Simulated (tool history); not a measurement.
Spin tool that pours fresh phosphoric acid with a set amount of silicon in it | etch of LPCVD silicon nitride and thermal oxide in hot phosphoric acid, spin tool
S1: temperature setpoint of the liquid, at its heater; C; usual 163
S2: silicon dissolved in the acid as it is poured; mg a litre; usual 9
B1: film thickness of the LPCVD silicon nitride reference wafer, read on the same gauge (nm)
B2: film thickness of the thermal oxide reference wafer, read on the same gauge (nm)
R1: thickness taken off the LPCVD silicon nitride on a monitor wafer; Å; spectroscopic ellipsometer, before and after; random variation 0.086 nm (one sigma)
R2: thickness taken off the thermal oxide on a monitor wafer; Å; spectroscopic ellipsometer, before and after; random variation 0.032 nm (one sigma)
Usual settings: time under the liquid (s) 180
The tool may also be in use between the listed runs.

Run 1, hour 0: usual settings but S2 10.5 mg a litre; B1 49.98; B2 79.976. Result: R1 157.5 Å, R2 4.61 Å.
Run 2, hour 12.4: usual settings but S1 162 C, S2 3 mg a litre, time under the liquid (s) 140; B1 50.01; B2 79.985. Result: R1 118.4 Å, R2 3.85 Å.
Run 3, hour 27.6: usual settings but S1 162 C, S2 13.5 mg a litre, time under the liquid (s) 290; B1 49.99; B2 80.025. Result: R1 244.6 Å, R2 6.14 Å.
Run 4, hour 39.3: usual settings but S1 164.5 C; B1 50.01; B2 79.994. Result: R1 165.6 Å, R2 5.28 Å.
At hour 58.6: thermometer replaced.
Run 5, hour 62.3: usual settings but S1 161 C, S2 16 mg a litre; B1 49.99; B2 80.009. Result: R1 158.7 Å, R2 3.79 Å.
Run 6, hour 99.6: usual settings; B1 50.01; B2 79.998. Result: R1 168.4 Å, R2 5.63 Å.
Run 7, hour 122.4: usual settings but time under the liquid (s) 260; B1 50; B2 79.966. Result: R1 244.3 Å, R2 8.1 Å.
Run 8, hour 137.5: usual settings but time under the liquid (s) 250; B1 50.02; B2 80.009. Result: R1 234 Å, R2 7.08 Å.
Run 9, hour 150.1: usual settings but S2 5 mg a litre; B1 50.01; B2 79.986. Result: R1 169.2 Å, R2 5.93 Å.
Run 10, hour 161.1: usual settings; B1 50; B2 80.027. Result: R1 168.4 Å, R2 5.34 Å.
At hour 164.3: heated supply line repaired.
Run 11, hour 174.2: usual settings but S1 160.5 C, S2 14 mg a litre, time under the liquid (s) 80; B1 50.01; B2 80.021. Result: R1 68.7 Å, R2 1.8 Å.
At hour 177.2: gauge calibrated.
Run 12, hour 190.6: usual settings but S1 162 C, S2 6.5 mg a litre, time under the liquid (s) 215; B1 49.99; B2 80.032. Result: R1 193.9 Å, R2 5.32 Å.
Run 13, hour 199.8: usual settings but S1 161.5 C, S2 12.5 mg a litre, time under the liquid (s) 215; B1 49.99; B2 79.994. Result: R1 190.3 Å, R2 5.12 Å.
Run 14, hour 210.2: usual settings; B1 49.99; B2 79.971. Result: R1 168.5 Å, R2 5.5 Å.
Run 15, hour 224: usual settings but S1 161 C, S2 5.5 mg a litre, time under the liquid (s) 140; B1 49.99; B2 80.008. Result: R1 122 Å, R2 3.64 Å.
Run 16, hour 240.4: usual settings; B1 50; B2 80.009. Result: R1 169.1 Å, R2 5.6 Å.
Run 17, hour 253.9: usual settings but S2 15 mg a litre, time under the liquid (s) 75; B1 50.01; B2 79.986. Result: R1 70.1 Å, R2 1.91 Å.
Run 18, hour 268.1: usual settings; B1 50.01; B2 79.986. Result: R1 168.1 Å, R2 5.46 Å.
Run 19, hour 274.4: usual settings but S1 165 C; B1 49.97; B2 80.005. Result: R1 178 Å, R2 5.9 Å.
Run 20, hour 290: usual settings but S1 164.5 C, S2 15.5 mg a litre; B1 49.97; B2 79.991. Result: R1 176.5 Å, R2 4.91 Å.
Run 21, hour 297.6: usual settings but S1 162 C, S2 5.5 mg a litre, time under the liquid (s) 145; B1 49.98; B2 79.988. Result: R1 130.3 Å, R2 4.51 Å.
Run 22, hour 312.3: usual settings but S2 6.5 mg a litre; B1 50.01; B2 79.992. Result: R1 166.8 Å, R2 5.34 Å.

Forecast each of these 4 alternatives for the next run:
Run A, hour 312.8: usual settings; B1 ?; B2 ?. Result: R1 ?, R2 ?.
Run B, hour 312.8: usual settings but S1 165.5 C, S2 12 mg a litre, time under the liquid (s) 270; B1 ?; B2 ?. Result: R1 ?, R2 ?.
Run C, hour 312.8: usual settings but time under the liquid (s) 130; B1 ?; B2 ?. Result: R1 ?, R2 ?.
Run D, hour 312.8: usual settings but S1 160.5 C; B1 ?; B2 ?. Result: R1 ?, R2 ?.

run  B1      B2     R1    R2
  A  50  80.009  168.1  4.82
  B  50  80.009  273.8   8.1
  C  50  80.009  121.4  3.48
  D  50  80.009  154.6  4.01
Without the tool's hidden state the same runs would have given:
run     R1    R2
  A  171.4  5.03
  B  279.1  8.45
  C  123.8  3.63
  D  157.7  4.18
